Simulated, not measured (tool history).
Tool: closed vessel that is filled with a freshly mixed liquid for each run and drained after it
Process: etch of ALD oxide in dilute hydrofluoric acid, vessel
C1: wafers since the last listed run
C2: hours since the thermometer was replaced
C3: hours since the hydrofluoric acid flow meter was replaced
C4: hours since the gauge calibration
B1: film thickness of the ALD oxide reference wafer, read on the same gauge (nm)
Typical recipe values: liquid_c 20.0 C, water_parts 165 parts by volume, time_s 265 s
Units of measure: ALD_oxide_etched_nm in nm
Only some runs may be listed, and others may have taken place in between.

Run 1, day 0.000: usual settings but water_parts 195 parts by volume; C1 0; C2 246.6; C3 1185.8; C4 521.8; B1 140.04. Result: ALD_oxide_etched_nm 11.49 nm.
Run 2, day 1.454: usual settings but water_parts 195 parts by volume; C1 4286; C2 281.5; C3 1220.7; C4 556.7; B1 140.02. Result: ALD_oxide_etched_nm 11.34 nm.
At day 1.550: gauge calibrated.
Run 3, day 3.371: usual settings but water_parts 135 parts by volume, time_s 185 s; C1 5650; C2 327.5; C3 1266.7; C4 43.7; B1 140.02. Result: ALD_oxide_etched_nm 12.27 nm.
Run 4, day 5.021: usual settings but water_parts 135 parts by volume, time_s 185 s; C1 4864; C2 367.1; C3 1306.3; C4 83.3; B1 140.01. Result: ALD_oxide_etched_nm 12.18 nm.
Run 5, day 7.275: usual settings but water_parts 135 parts by volume, time_s 185 s; C1 6645; C2 421.2; C3 1360.4; C4 137.4; B1 139.97. Result: ALD_oxide_etched_nm 12.07 nm.
Run 6, day 9.558: usual settings but time_s 380 s; C1 6731; C2 476.0; C3 1415.2; C4 192.2; B1 139.98. Result: ALD_oxide_etched_nm 19.44 nm.
Run 7, day 11.162: usual settings but time_s 380 s; C1 4728; C2 514.5; C3 1453.7; C4 230.7; B1 140.01. Result: ALD_oxide_etched_nm 19.54 nm.
Run 8, day 15.312: usual settings but time_s 380 s; C1 12233; C2 614.1; C3 1553.3; C4 330.3; B1 139.98. Result: ALD_oxide_etched_nm 19.28 nm.
Run 9, day 16.908: usual settings but water_parts 140 parts by volume; C1 4704; C2 652.4; C3 1591.6; C4 368.6; B1 140.01. Result: ALD_oxide_etched_nm 16.18 nm.
At day 17.729: thermometer replaced.
At day 18.338: hydrofluoric acid flow meter replaced.
Run 10, day 19.083: usual settings; C1 6166; C2 32.5; C3 17.9; C4 420.8; B1 140.01. Result: ALD_oxide_etched_nm 14.87 nm.
Run 11, day 21.079: usual settings; C1 5883; C2 80.4; C3 65.8; C4 468.7; B1 139.97. Result: ALD_oxide_etched_nm 14.74 nm.
Run 12, day 22.258: usual settings but liquid_c 24.5 C, water_parts 210 parts by volume, time_s 370 s; C1 3476; C2 108.7; C3 94.1; C4 497.0; B1 140.02. Result: ALD_oxide_etched_nm 18.27 nm.
At day 23.183: gauge calibrated.
Run 13, day 24.529: usual settings but liquid_c 17.5 C, water_parts 205 parts by volume; C1 6694; C2 163.2; C3 148.6; C4 32.3; B1 140.01. Result: ALD_oxide_etched_nm 10.26 nm.
Run 14, day 27.421: usual settings but liquid_c 17.0 C, time_s 145 s; C1 8524; C2 232.6; C3 218.0; C4 101.7; B1 140.01. Result: ALD_oxide_etched_nm 7.05 nm.
Run 15, day 29.350: usual settings but water_parts 220 parts by volume; C1 5687; C2 278.9; C3 264.3; C4 148.0; B1 140.03. Result: ALD_oxide_etched_nm 10.33 nm.
Run 16, day 30.646: usual settings but liquid_c 17.5 C, water_parts 120 parts by volume, time_s 140 s; C1 3820; C2 310.0; C3 295.4; C4 179.1; B1 140.04. Result: ALD_oxide_etched_nm 10.00 nm.
Run 17, day 32.675: usual settings but liquid_c 17.5 C, water_parts 125 parts by volume; C1 5981; C2 358.7; C3 344.1; C4 227.8; B1 139.99. Result: ALD_oxide_etched_nm 17.93 nm.
Run 18, day 33.925: usual settings but liquid_c 17.0 C, time_s 200 s; C1 3684; C2 388.7; C3 374.1; C4 257.8; B1 139.99. Result: ALD_oxide_etched_nm 9.53 nm.

4 options for the next run, each taken on its own from the tool as it stands now. Forecast them:
Run A, day 33.954: usual settings; C1 85; C2 389.4; C3 374.8; C4 258.5; B1 ?. Result: ALD_oxide_etched_nm ?.
Run B, day 33.954: usual settings but liquid_c 18.5 C, water_parts 205 parts by volume, time_s 410 s; C1 85; C2 389.4; C3 374.8; C4 258.5; B1 ?. Result: ALD_oxide_etched_nm ?.
Run C, day 33.954: usual settings but liquid_c 18.5 C, water_parts 235 parts by volume; C1 85; C2 389.4; C3 374.8; C4 258.5; B1 ?. Result: ALD_oxide_etched_nm ?.
Run D, day 33.954: usual settings but time_s 320 s; C1 85; C2 389.4; C3 374.8; C4 258.5; B1 ?. Result: ALD_oxide_etched_nm ?.

run      B1  ALD_oxide_etched_nm
  A  139.96                14.40
  B  139.96                16.25
  C  139.96                 8.91
  D  139.96                17.39
Without the tool's hidden state the same runs would have given:
run  ALD_oxide_etched_nm
  A                14.89
  B                16.81
  C                 9.22
  D                17.98
